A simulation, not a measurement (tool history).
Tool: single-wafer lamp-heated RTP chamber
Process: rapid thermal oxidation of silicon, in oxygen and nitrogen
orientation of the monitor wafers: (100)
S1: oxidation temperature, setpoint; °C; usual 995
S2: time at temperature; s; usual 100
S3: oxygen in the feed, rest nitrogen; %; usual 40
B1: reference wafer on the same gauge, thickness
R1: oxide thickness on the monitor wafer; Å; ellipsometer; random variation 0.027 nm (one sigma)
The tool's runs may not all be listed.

run	hour	S1	S2	S3	B1	R1
1	0.0	995	100	40	4.874	47.47
2	13.4	995	86	40	4.885	43.95
3	25.5	995	86	40	4.879	43.96
4	41.5	975	100	28	4.876	36.76
5	65.7	975	100	28	4.881	36.54
6	83.9	995	100	40	4.878	47.08
7	99.3	995	100	40	4.879	47.11
8	115.2	995	100	40	4.881	46.89
9	144.0	995	149	40	4.881	56.33
# hour 156.7: pyrometer window cleaned and pyrometer calibrated
10	164.0	995	100	40	4.881	46.97
# hour 185.7: oxygen flow controller replaced
11	186.2	970	100	20	4.880	32.53
12	212.3	995	100	40	4.879	47.04
# hour 239.4: gauge calibrated
13	241.7	995	69	56	4.881	45.12
14	267.1	984	100	18	4.880	34.10
15	281.9	995	100	17	4.880	36.13
16	298.7	995	100	40	4.883	47.18
17	330.8	995	100	66	4.883	55.90

Forecast each of these 4 alternatives for the next run:
A	331.3	995	100	40	?	?
B	331.3	968	127	56	?	?
C	331.3	1016	100	25	?	?
D	331.3	974	79	21	?	?

run	B1	R1
A	4.873	46.74
B	4.873	47.73
C	4.873	46.22
D	4.873	30.71
Without the tool's hidden state the same runs would have given:
run	R1
A	46.74
B	47.73
C	46.22
D	30.71
